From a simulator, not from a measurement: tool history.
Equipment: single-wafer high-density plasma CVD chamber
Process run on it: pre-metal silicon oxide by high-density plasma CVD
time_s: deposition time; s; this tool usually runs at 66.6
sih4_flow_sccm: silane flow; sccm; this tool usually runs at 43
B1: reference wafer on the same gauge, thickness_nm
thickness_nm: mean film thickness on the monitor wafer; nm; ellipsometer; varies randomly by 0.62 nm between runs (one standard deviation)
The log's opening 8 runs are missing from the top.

Run 9, hour 225.2: usual settings but time_s 56.5 s, sih4_flow_sccm 40 sccm; B1 302.907. Result: thickness_nm 233.097 nm.
Run 10, hour 300.2: usual settings but time_s 56.5 s, sih4_flow_sccm 40 sccm; B1 302.896. Result: thickness_nm 232.431 nm.
Run 11, hour 324.4: usual settings but time_s 56.5 s, sih4_flow_sccm 40 sccm; B1 303.01. Result: thickness_nm 232.517 nm.
Run 12, hour 356.4: usual settings; B1 303.13. Result: thickness_nm 296.824 nm.
Run 13, hour 389.4: usual settings; B1 302.881. Result: thickness_nm 296.546 nm.
Run 14, hour 416.6: usual settings but sih4_flow_sccm 45 sccm; B1 302.912. Result: thickness_nm 309.217 nm.
At hour 437.6: gauge calibrated.
At hour 444.5: silane flow controller replaced.
Run 15, hour 445: usual settings but sih4_flow_sccm 45 sccm; B1 302.982. Result: thickness_nm 285.918 nm.
Run 16, hour 489.8: usual settings but time_s 79.5 s, sih4_flow_sccm 37 sccm; B1 303.001. Result: thickness_nm 281.914 nm.
Run 17, hour 510.8: usual settings; B1 302.974. Result: thickness_nm 274.931 nm.
Run 18, hour 542.4: usual settings but time_s 60 s, sih4_flow_sccm 50 sccm; B1 302.914. Result: thickness_nm 289.09 nm.
Run 19, hour 631.5: usual settings; B1 302.862. Result: thickness_nm 277.328 nm.
Run 20, hour 652.8: usual settings but sih4_flow_sccm 50 sccm; B1 302.926. Result: thickness_nm 321.713 nm.
Run 21, hour 679.1: usual settings but time_s 79.4 s, sih4_flow_sccm 35 sccm; B1 302.907. Result: thickness_nm 268.765 nm.
Run 22, hour 709.9: usual settings but time_s 60.8 s, sih4_flow_sccm 47 sccm; B1 302.89. Result: thickness_nm 278.431 nm.
Run 23, hour 731.6: usual settings but sih4_flow_sccm 45 sccm; B1 302.981. Result: thickness_nm 290.074 nm.
Run 24, hour 766: usual settings but time_s 56.4 s, sih4_flow_sccm 39 sccm; B1 303.114. Result: thickness_nm 213.992 nm.
Run 25, hour 791.3: usual settings but time_s 58.3 s; B1 303.266. Result: thickness_nm 243.61 nm.
Run 26, hour 827.1: usual settings but time_s 70.6 s, sih4_flow_sccm 51 sccm; B1 302.792. Result: thickness_nm 350.658 nm.

For run 27, what comes out?
Run 27, hour 855.2: usual settings but time_s 60.9 s, sih4_flow_sccm 51 sccm; B1 ?. Result: thickness_nm ?.

B1: 302.875
thickness_nm: 302.349 nm
Without the tool's hidden state the same run would have given thickness_nm 298.046 nm.
